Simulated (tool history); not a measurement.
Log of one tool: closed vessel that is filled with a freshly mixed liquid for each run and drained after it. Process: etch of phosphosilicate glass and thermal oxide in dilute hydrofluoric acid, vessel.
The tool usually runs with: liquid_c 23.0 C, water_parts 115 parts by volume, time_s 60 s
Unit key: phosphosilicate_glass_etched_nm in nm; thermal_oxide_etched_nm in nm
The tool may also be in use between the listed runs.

| run | hour | liquid_c | water_parts | time_s | read-back film thickness of the phosphosilicate glass reference wafer, read on the same gauge (nm) | read-back film thickness of the thermal oxide reference wafer, read on the same gauge (nm) | phosphosilicate_glass_etched_nm | thermal_oxide_etched_nm |
|---|---|---|---|---|---|---|---|---|
| 1 | 0.0 | 23.0 | 115 | 60 | 130.02 | 129.980 | 47.27 | 1.918 |
| 2 | 14.8 | 23.0 | 115 | 60 | 129.99 | 130.017 | 46.93 | 1.843 |
| 3 | 59.7 | 23.0 | 115 | 60 | 129.98 | 130.009 | 46.84 | 1.870 |
| 4 | 69.0 | 23.0 | 115 | 60 | 129.95 | 129.970 | 46.56 | 1.916 |
| 5 | 76.1 | 23.0 | 115 | 60 | 130.01 | 129.981 | 46.40 | 1.881 |
| 6 | 87.9 | 23.0 | 115 | 60 | 130.00 | 130.012 | 46.29 | 1.894 |
| 7 | 103.0 | 23.0 | 115 | 60 | 130.03 | 129.976 | 46.00 | 1.843 |
| 8 | 116.4 | 23.0 | 115 | 60 | 129.99 | 130.002 | 46.38 | 1.859 |
|  | 130.2 | hydrofluoric acid flow meter replaced |
| 9 | 130.7 | 23.0 | 115 | 60 | 130.00 | 129.976 | 51.78 | 2.094 |
| 10 | 151.7 | 23.0 | 115 | 60 | 130.00 | 130.042 | 51.78 | 2.050 |
|  | 153.8 | thermometer replaced |
| 11 | 161.0 | 23.0 | 115 | 60 | 130.03 | 129.957 | 57.18 | 2.298 |
| 12 | 178.0 | 23.0 | 115 | 60 | 129.99 | 129.981 | 56.44 | 2.344 |
|  | 187.4 | gauge calibrated |
| 13 | 193.4 | 23.0 | 115 | 90 | 130.00 | 129.991 | 84.69 | 3.429 |
| 14 | 211.2 | 23.0 | 115 | 60 | 130.01 | 130.030 | 56.40 | 2.239 |
| 15 | 221.2 | 23.0 | 115 | 60 | 130.01 | 129.996 | 56.46 | 2.261 |
| 16 | 234.2 | 25.5 | 145 | 35 | 129.99 | 130.028 | 27.78 | 1.127 |
| 17 | 249.4 | 21.0 | 90 | 70 | 129.99 | 130.014 | 79.96 | 3.205 |

What will run 18 give?
| 18 | 266.8 | 23.0 | 80 | 75 | ? | ? | ? | ? |

{"run 18": {"read-back film thickness of the phosphosilicate glass reference wafer, read on the same gauge (nm)": 130.01, "read-back film thickness of the thermal oxide reference wafer, read on the same gauge (nm)": 130.02, "phosphosilicate_glass_etched_nm": 105.0, "thermal_oxide_etched_nm": 4.394}}
Minus the tool's unlogged condition, the same run would have read phosphosilicate_glass_etched_nm 108.01 nm, thermal_oxide_etched_nm 4.520 nm.

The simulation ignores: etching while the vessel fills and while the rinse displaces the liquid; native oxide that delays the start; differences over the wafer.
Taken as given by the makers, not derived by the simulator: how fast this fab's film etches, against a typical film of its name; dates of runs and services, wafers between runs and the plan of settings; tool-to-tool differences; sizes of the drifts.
